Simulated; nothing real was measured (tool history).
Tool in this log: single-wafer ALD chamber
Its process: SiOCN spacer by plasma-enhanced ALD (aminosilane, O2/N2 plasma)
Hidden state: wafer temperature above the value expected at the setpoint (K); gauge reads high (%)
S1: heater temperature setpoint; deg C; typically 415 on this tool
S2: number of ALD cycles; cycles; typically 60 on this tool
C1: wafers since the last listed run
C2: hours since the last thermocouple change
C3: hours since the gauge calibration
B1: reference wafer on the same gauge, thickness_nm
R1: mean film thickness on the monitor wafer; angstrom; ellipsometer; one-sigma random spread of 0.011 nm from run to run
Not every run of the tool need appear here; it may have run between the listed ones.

run,hour,S1,S2,C1,C2,C3,B1,R1
1,0.0,426,60,0,426.9,74.4,3.550,30.39
2,110.2,415,60,545,537.1,184.6,3.551,31.48
3,208.4,415,60,485,635.3,282.8,3.552,31.22
4,278.3,415,60,345,705.2,352.7,3.554,31.37
5,367.3,415,55,440,794.2,441.7,3.550,28.67
6,407.9,415,55,200,834.8,482.3,3.552,28.76
7,507.9,420,60,494,934.8,582.3,3.548,30.87
8,569.5,420,60,304,996.4,643.9,3.550,31.03
9,633.4,420,60,316,1060.3,707.8,3.548,30.73
10,719.8,415,60,427,1146.7,794.2,3.551,31.30
11,760.9,415,60,203,1187.8,835.3,3.548,31.14
12,840.9,415,60,395,1267.8,915.3,3.552,31.09
13,929.5,408,60,438,1356.4,1003.9,3.550,31.65
14,1034.2,415,60,518,1461.1,1108.6,3.549,31.22
# hour 1077.1: thermocouple changed; heater temperature recalibrated
15,1101.4,415,60,292,24.3,1175.8,3.548,31.69
16,1157.0,415,54,275,79.9,1231.4,3.551,28.60
17,1262.1,415,60,520,185.0,1336.5,3.552,31.86
18,1304.0,425,51,207,226.9,1378.4,3.551,26.23
19,1410.0,415,60,524,332.9,1484.4,3.550,31.55
20,1452.7,410,60,211,375.6,1527.1,3.546,32.11
21,1596.6,415,48,712,519.5,1671.0,3.550,25.17
# hour 1606.2: gauge calibrated
22,1650.2,425,68,265,573.1,44.0,3.551,34.50

What does the tool deliver on the next run?
23,1723.3,410,49,361,646.2,117.1,?,?

B1: 3.548
R1: 26.12 angstrom
The same run, on a tool lacking any hidden state, would have yielded R1 26.38 angstrom.

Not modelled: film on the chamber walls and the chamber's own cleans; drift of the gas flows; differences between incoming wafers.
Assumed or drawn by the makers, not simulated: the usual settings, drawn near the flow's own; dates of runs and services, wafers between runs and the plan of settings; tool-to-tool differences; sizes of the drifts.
